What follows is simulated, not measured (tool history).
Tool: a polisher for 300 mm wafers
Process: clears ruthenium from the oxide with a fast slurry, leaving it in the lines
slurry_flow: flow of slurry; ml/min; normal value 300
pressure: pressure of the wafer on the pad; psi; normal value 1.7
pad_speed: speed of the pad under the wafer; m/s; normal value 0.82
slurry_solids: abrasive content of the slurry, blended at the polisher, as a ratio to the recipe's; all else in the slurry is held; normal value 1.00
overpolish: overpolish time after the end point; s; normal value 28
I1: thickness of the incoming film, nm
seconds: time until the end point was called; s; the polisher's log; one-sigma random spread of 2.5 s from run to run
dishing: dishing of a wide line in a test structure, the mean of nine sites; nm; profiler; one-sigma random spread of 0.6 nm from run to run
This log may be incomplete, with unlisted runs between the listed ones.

run 1 hour=0.0 | slurry_flow=300 pressure=1.7 pad_speed=0.82 slurry_solids=1.00 overpolish=28 | I1=277.7 | seconds=173.1 dishing=28.9
-- hour=17.9 worn pad replaced by a new one
run 2 hour=18.4 | slurry_flow=300 pressure=1.7 pad_speed=0.82 slurry_solids=1.00 overpolish=28 | I1=280.7 | seconds=176.8 dishing=29.3
run 3 hour=31.0 | slurry_flow=300 pressure=1.7 pad_speed=0.82 slurry_solids=1.00 overpolish=28 | I1=278.4 | seconds=178.8 dishing=28.6
-- hour=39.9 slurry blender recalibrated
run 4 hour=40.5 | slurry_flow=300 pressure=1.7 pad_speed=0.82 slurry_solids=1.00 overpolish=28 | I1=280.0 | seconds=163.9 dishing=30.0
run 5 hour=54.1 | slurry_flow=300 pressure=1.7 pad_speed=0.82 slurry_solids=1.00 overpolish=28 | I1=277.0 | seconds=162.2 dishing=29.4
run 6 hour=62.1 | slurry_flow=300 pressure=1.7 pad_speed=0.82 slurry_solids=1.00 overpolish=28 | I1=278.2 | seconds=169.4 dishing=29.6
run 7 hour=92.8 | slurry_flow=225 pressure=1.7 pad_speed=0.82 slurry_solids=0.85 overpolish=28 | I1=283.0 | seconds=202.0 dishing=27.0
run 8 hour=104.3 | slurry_flow=300 pressure=1.7 pad_speed=0.76 slurry_solids=1.00 overpolish=28 | I1=279.8 | seconds=187.7 dishing=27.4
run 9 hour=119.5 | slurry_flow=300 pressure=1.7 pad_speed=0.76 slurry_solids=1.00 overpolish=28 | I1=278.5 | seconds=187.7 dishing=27.3
-- hour=135.5 worn pad replaced by a new one
-- hour=135.8 head pressure recalibrated
run 10 hour=136.3 | slurry_flow=300 pressure=1.7 pad_speed=0.76 slurry_solids=1.00 overpolish=28 | I1=281.0 | seconds=197.5 dishing=27.6
run 11 hour=149.4 | slurry_flow=300 pressure=1.7 pad_speed=0.98 slurry_solids=1.00 overpolish=28 | I1=280.1 | seconds=149.9 dishing=31.6
run 12 hour=163.6 | slurry_flow=300 pressure=1.7 pad_speed=0.98 slurry_solids=1.00 overpolish=28 | I1=277.7 | seconds=154.9 dishing=31.4
-- hour=170.0 slurry blender recalibrated
run 13 hour=178.5 | slurry_flow=365 pressure=1.3 pad_speed=0.82 slurry_solids=0.80 overpolish=11 | I1=277.0 | seconds=211.4 dishing=11.8
run 14 hour=188.6 | slurry_flow=300 pressure=1.7 pad_speed=0.82 slurry_solids=1.00 overpolish=13 | I1=282.4 | seconds=172.2 dishing=16.9
run 15 hour=194.7 | slurry_flow=300 pressure=2.2 pad_speed=0.70 slurry_solids=0.90 overpolish=28 | I1=284.8 | seconds=184.4 dishing=28.7
run 16 hour=204.8 | slurry_flow=300 pressure=1.7 pad_speed=0.82 slurry_solids=1.00 overpolish=28 | I1=280.2 | seconds=177.8 dishing=29.9
run 17 hour=216.3 | slurry_flow=300 pressure=1.5 pad_speed=0.82 slurry_solids=1.00 overpolish=28 | I1=281.6 | seconds=188.5 dishing=27.5
run 18 hour=229.4 | slurry_flow=300 pressure=1.7 pad_speed=0.82 slurry_solids=0.75 overpolish=28 | I1=280.4 | seconds=214.6 dishing=25.1
-- hour=237.3 slurry nozzle cleaned
run 19 hour=238.9 | slurry_flow=340 pressure=2.2 pad_speed=0.82 slurry_solids=0.80 overpolish=44 | I1=277.2 | seconds=176.0 dishing=38.5
run 20 hour=247.6 | slurry_flow=300 pressure=1.7 pad_speed=0.82 slurry_solids=0.70 overpolish=39 | I1=276.0 | seconds=222.9 dishing=30.4
-- hour=273.7 worn pad replaced by a new one
-- hour=280.3 slurry blender recalibrated
run 21 hour=285.1 | slurry_flow=300 pressure=1.7 pad_speed=0.82 slurry_solids=1.00 overpolish=28 | I1=278.1 | seconds=167.4 dishing=30.7
run 22 hour=296.1 | slurry_flow=300 pressure=1.4 pad_speed=0.82 slurry_solids=1.00 overpolish=41 | I1=279.9 | seconds=186.4 dishing=36.1
run 23 hour=303.0 | slurry_flow=300 pressure=1.7 pad_speed=0.82 slurry_solids=1.25 overpolish=28 | I1=281.1 | seconds=146.4 dishing=33.1
run 24 hour=313.8 | slurry_flow=245 pressure=1.7 pad_speed=0.82 slurry_solids=1.00 overpolish=28 | I1=279.5 | seconds=170.1 dishing=29.0
run 25 hour=330.7 | slurry_flow=235 pressure=1.5 pad_speed=1.04 slurry_solids=1.10 overpolish=28 | I1=280.5 | seconds=140.2 dishing=32.4
run 26 hour=341.4 | slurry_flow=300 pressure=1.7 pad_speed=1.04 slurry_solids=1.00 overpolish=28 | I1=278.9 | seconds=138.2 dishing=34.6
run 27 hour=359.2 | slurry_flow=300 pressure=1.7 pad_speed=0.82 slurry_solids=1.20 overpolish=28 | I1=278.0 | seconds=159.7 dishing=30.5
run 28 hour=372.3 | slurry_flow=300 pressure=1.7 pad_speed=0.82 slurry_solids=1.00 overpolish=28 | I1=280.3 | seconds=173.9 dishing=28.0
run 29 hour=380.9 | slurry_flow=300 pressure=1.7 pad_speed=1.08 slurry_solids=1.00 overpolish=16 | I1=278.1 | seconds=134.2 dishing=23.8

3 ways to go on from here, each from the tool as it stands after run 29. What would each give?
run A hour=381.4 | slurry_flow=300 pressure=1.7 pad_speed=0.82 slurry_solids=1.00 overpolish=28 | I1=280.9 | seconds=? dishing=?
run B hour=381.4 | slurry_flow=300 pressure=1.3 pad_speed=0.96 slurry_solids=1.20 overpolish=39 | I1=280.9 | seconds=? dishing=?
run C hour=381.4 | slurry_flow=300 pressure=1.7 pad_speed=1.08 slurry_solids=1.00 overpolish=28 | I1=280.9 | seconds=? dishing=?

run=A seconds=179.6 dishing=29.0
run=B seconds=161.2 dishing=37.8
run=C seconds=136.4 dishing=34.5
Stripped of hidden state, with their random variation kept, the same runs would have yielded:
run=A seconds=163.4 dishing=30.9
run=B seconds=148.3 dishing=39.5
run=C seconds=124.1 dishing=36.4
